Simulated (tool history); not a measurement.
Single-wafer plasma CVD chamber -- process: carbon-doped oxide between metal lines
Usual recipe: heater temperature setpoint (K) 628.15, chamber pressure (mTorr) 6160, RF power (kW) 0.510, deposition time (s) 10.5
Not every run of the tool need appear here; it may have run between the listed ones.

run	hour	heater temperature setpoint (K)	chamber pressure (mTorr)	RF power (kW)	deposition time (s)	read-back reference wafer on the same gauge, thickness_nm	mean film thickness on the monitor wafer (Å)
1	0.0	618.15	6160	0.510	10.5	50.206	600.16
2	33.9	634.15	6900	0.510	10.5	50.196	579.78
3	49.3	634.15	6900	0.510	10.5	50.223	578.01
4	75.6	634.15	6900	0.510	10.5	50.215	577.49
5	98.0	628.15	6160	0.510	10.5	50.188	582.32
6	122.0	628.15	6160	0.510	10.5	50.186	579.96
7	141.3	628.15	5200	0.510	10.5	50.214	570.16
8	173.1	631.15	6160	0.510	10.5	50.164	575.68
9	199.1	628.15	6160	0.510	10.5	50.206	579.36
10	221.9	628.15	6160	0.510	10.5	50.163	579.15
# hour 232.0: capacitance manometer re-zeroed and calibrated
11	238.8	628.15	6160	0.510	10.5	50.219	580.29
12	263.2	628.15	6160	0.510	10.5	50.223	576.37
13	290.1	628.15	5490	0.510	9.0	50.204	489.39
14	314.7	628.15	6160	0.475	8.6	50.146	453.88
15	339.8	628.15	6160	0.510	10.5	50.231	577.38
# hour 356.6: thermocouple changed; heater temperature recalibrated
# hour 363.4: showerhead replaced
16	363.9	628.15	5570	0.510	10.5	50.165	579.33
17	371.0	621.15	6160	0.600	10.5	50.186	654.79
# hour 374.0: gauge calibrated
18	397.2	613.15	6580	0.510	10.5	50.160	620.85
19	412.2	628.15	5550	0.510	12.6	50.178	694.29
20	442.3	628.15	6160	0.510	10.0	50.228	558.34
21	456.8	628.15	6160	0.510	10.5	50.192	584.08
# hour 489.9: RF generator calibrated
22	490.4	628.15	6160	0.510	12.4	50.165	719.58
23	514.0	628.15	6160	0.435	12.0	50.176	636.58
24	540.9	628.15	6160	0.475	8.6	50.217	482.63
25	554.7	628.15	6160	0.510	9.5	50.191	553.61
26	576.6	628.15	6160	0.510	10.5	50.169	610.65
27	607.1	628.15	6160	0.510	8.4	50.211	488.59
28	666.0	636.15	7490	0.565	10.5	50.179	639.79

Branching from run 28: 5 alternative next runs. What would each branch give?
A	666.4	628.15	6160	0.510	10.5	?	?
B	666.4	641.15	7000	0.575	8.5	?	?
C	666.4	628.15	6160	0.465	10.5	?	?
D	666.4	628.15	6160	0.610	10.5	?	?
E	666.4	628.15	6160	0.510	9.1	?	?

run	read-back reference wafer on the same gauge, thickness_nm	mean film thickness on the monitor wafer (Å)
A	50.229	607.53
B	50.229	513.67
C	50.229	576.88
D	50.229	670.73
E	50.229	527.70
Stripped of hidden state, with their random variation kept, the same runs would have yielded:
run	mean film thickness on the monitor wafer (Å)
A	611.88
B	517.30
C	581.11
D	675.38
E	531.48
